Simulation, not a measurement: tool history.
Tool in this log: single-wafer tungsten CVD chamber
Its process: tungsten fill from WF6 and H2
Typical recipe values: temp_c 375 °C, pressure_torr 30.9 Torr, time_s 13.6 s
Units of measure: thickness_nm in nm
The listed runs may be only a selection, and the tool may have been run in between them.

run,day,temp_c,pressure_torr,time_s,"read-back reference wafer on the same gauge, thickness_nm",thickness_nm
1,0.000,375,30.9,13.6,21.618,22.409
2,2.167,375,30.9,13.6,21.583,21.998
3,4.979,375,30.9,13.6,21.642,22.299
4,7.050,375,30.9,13.6,21.568,21.991
5,9.192,375,30.9,13.6,21.622,22.166
# day 10.183: thermocouple changed; heater temperature recalibrated
6,11.229,383,30.9,13.6,21.660,25.725
7,12.496,383,30.9,13.6,21.579,25.839
8,15.046,383,30.9,13.6,21.610,26.039
9,17.400,375,30.9,12.3,21.613,19.733
10,18.933,386,30.9,13.6,21.634,27.182
11,20.462,386,30.9,13.6,21.612,27.451
12,23.400,375,30.9,13.6,21.581,21.989
13,25.175,375,30.9,13.6,21.627,22.046
14,26.596,375,30.9,13.6,21.600,21.881
15,28.167,375,30.9,13.6,21.592,21.912
16,29.179,375,30.9,13.6,21.606,21.974
17,30.733,375,30.9,13.6,21.582,22.000
18,32.408,375,30.9,13.6,21.603,21.918
# day 34.842: gauge calibrated
19,34.983,375,30.9,12.8,21.635,20.429
20,36.138,387,30.9,13.6,21.595,27.552
21,37.271,375,30.9,11.1,21.632,17.887
22,40.008,367,30.9,15.7,21.615,21.222
# day 41.267: capacitance manometer re-zeroed and calibrated
23,42.167,375,30.9,13.6,21.569,21.758
24,43.462,387,28.0,11.6,21.596,22.611
25,44.900,388,30.9,15.7,21.607,32.139
# day 45.271: showerhead replaced
26,47.204,375,23.2,13.6,21.635,19.623
27,50.183,367,30.9,11.3,21.614,15.165
28,51.254,375,30.9,13.6,21.606,21.490
# day 52.383: capacitance manometer re-zeroed and calibrated, repeated, since the last time left the tool worse
29,52.779,375,28.6,13.6,21.580,22.052
# day 55.825: thermocouple changed; heater temperature recalibrated
30,55.846,375,28.6,13.6,21.597,21.650
31,61.354,383,34.9,13.6,21.616,27.078
32,64.204,375,28.6,13.6,21.613,21.777
33,66.458,375,30.9,13.6,21.649,22.289
34,69.275,388,30.9,15.7,21.626,33.106
35,70.850,362,30.9,11.1,21.566,13.780

3 ways to go on from here, each from the tool as it stands after run 35. What would each give?
A,70.867,375,30.9,13.6,?,?
B,70.867,388,30.9,15.3,?,?
C,70.867,375,38.2,16.3,?,?

run,"read-back reference wafer on the same gauge, thickness_nm",thickness_nm
A,21.621,22.153
B,21.621,32.267
C,21.621,28.452
The same runs, with their run-to-run variation unchanged, on a tool lacking any hidden condition would have given:
run,thickness_nm
A,22.234
B,32.386
C,28.557

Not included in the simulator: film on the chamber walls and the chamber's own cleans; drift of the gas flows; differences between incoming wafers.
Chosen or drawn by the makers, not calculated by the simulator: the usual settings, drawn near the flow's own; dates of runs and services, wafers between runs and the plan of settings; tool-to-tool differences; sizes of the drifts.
